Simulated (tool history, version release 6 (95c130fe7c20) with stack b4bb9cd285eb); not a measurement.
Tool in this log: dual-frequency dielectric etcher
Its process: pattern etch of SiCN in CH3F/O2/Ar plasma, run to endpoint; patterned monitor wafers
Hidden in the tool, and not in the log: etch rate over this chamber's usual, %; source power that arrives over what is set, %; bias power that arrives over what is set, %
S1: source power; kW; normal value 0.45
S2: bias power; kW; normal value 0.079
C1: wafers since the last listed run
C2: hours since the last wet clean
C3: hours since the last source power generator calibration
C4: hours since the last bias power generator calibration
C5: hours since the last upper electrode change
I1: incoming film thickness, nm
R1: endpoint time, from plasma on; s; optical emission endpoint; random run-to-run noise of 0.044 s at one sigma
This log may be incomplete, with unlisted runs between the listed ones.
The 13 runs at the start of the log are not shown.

| run | hour | S1 | S2 | C1 | C2 | C3 | C4 | C5 | I1 | R1 |
|---|---|---|---|---|---|---|---|---|---|---|
| 14 | 148 | 0.4 | 0.093 | 181 | 76.1 | 81.3 | 4533.6 | 114.4 | 5.69 | 14.6 |
| 15 | 162.4 | 0.45 | 0.079 | 195 | 90.5 | 95.7 | 4548 | 128.8 | 5.71 | 14.6 |
| 16 | 170.8 | 0.5 | 0.074 | 113 | 98.9 | 104.1 | 4556.4 | 137.2 | 5.69 | 14.4 |
| 17 | 182.7 | 0.4 | 0.087 | 161 | 110.8 | 116 | 4568.3 | 149.1 | 5.7 | 14.9 |
| 18 | 189.6 | 0.38 | 0.069 | 93 | 117.7 | 122.9 | 4575.2 | 156 | 5.72 | 16.2 |
| 19 | 199.1 | 0.45 | 0.079 | 128 | 127.2 | 132.4 | 4584.7 | 165.5 | 5.67 | 14.7 |
| 20 | 209.7 | 0.45 | 0.061 | 143 | 137.8 | 143 | 4595.3 | 176.1 | 5.67 | 15.5 |
| 21 | 221.3 | 0.53 | 0.088 | 157 | 149.4 | 154.6 | 4606.9 | 187.7 | 5.66 | 13.4 |
|  | 229.4 | bias power generator calibrated |
| 22 | 231.1 | 0.45 | 0.079 | 78 | 159.2 | 164.4 | 1.7 | 197.5 | 5.79 | 15 |
| 23 | 244.1 | 0.42 | 0.066 | 176 | 172.2 | 177.4 | 14.7 | 210.5 | 5.76 | 15.9 |
| 24 | 259.5 | 0.45 | 0.079 | 208 | 187.6 | 192.8 | 30.1 | 225.9 | 5.68 | 14.7 |
| 25 | 275.3 | 0.5 | 0.064 | 214 | 203.4 | 208.6 | 45.9 | 241.7 | 5.65 | 14.9 |
| 26 | 290 | 0.45 | 0.079 | 199 | 218.1 | 223.3 | 60.6 | 256.4 | 5.66 | 14.6 |
| 27 | 298.1 | 0.45 | 0.079 | 109 | 226.2 | 231.4 | 68.7 | 264.5 | 5.67 | 14.8 |
| 28 | 315.8 | 0.45 | 0.089 | 240 | 243.9 | 249.1 | 86.4 | 282.2 | 5.67 | 14.3 |
| 29 | 327 | 0.34 | 0.091 | 151 | 255.1 | 260.3 | 97.6 | 293.4 | 5.71 | 15.8 |
| 30 | 335.2 | 0.45 | 0.079 | 111 | 263.3 | 268.5 | 105.8 | 301.6 | 5.69 | 14.9 |
| 31 | 350.4 | 0.4 | 0.093 | 206 | 278.5 | 283.7 | 121 | 316.8 | 5.67 | 14.8 |
| 32 | 359.4 | 0.45 | 0.071 | 122 | 287.5 | 292.7 | 130 | 325.8 | 5.72 | 15.3 |
| 33 | 374.2 | 0.36 | 0.061 | 200 | 302.3 | 307.5 | 144.8 | 340.6 | 5.67 | 17.1 |
| 34 | 385.5 | 0.35 | 0.092 | 153 | 313.6 | 318.8 | 156.1 | 351.9 | 5.75 | 15.7 |
| 35 | 394.4 | 0.38 | 0.079 | 120 | 322.5 | 327.7 | 165 | 360.8 | 5.69 | 15.8 |

Here are 5 independent what-if runs from the current tool condition. What would each one return?
| A | 394.8 | 0.45 | 0.079 | 5 | 322.9 | 328.1 | 165.4 | 361.2 | 5.68 | ? |
| B | 394.8 | 0.42 | 0.065 | 5 | 322.9 | 328.1 | 165.4 | 361.2 | 5.68 | ? |
| C | 394.8 | 0.4 | 0.088 | 5 | 322.9 | 328.1 | 165.4 | 361.2 | 5.68 | ? |
| D | 394.8 | 0.52 | 0.095 | 5 | 322.9 | 328.1 | 165.4 | 361.2 | 5.68 | ? |
| E | 394.8 | 0.45 | 0.092 | 5 | 322.9 | 328.1 | 165.4 | 361.2 | 5.68 | ? |

| run | R1 |
|---|---|
| A | 14.8 |
| B | 15.9 |
| C | 15 |
| D | 13.4 |
| E | 14.2 |
The same runs, with their run-to-run variation unchanged, on a tool lacking any hidden condition would have given:
| run | R1 |
|---|---|
| A | 14.5 |
| B | 15.6 |
| C | 14.7 |
| D | 13.2 |
| E | 14 |
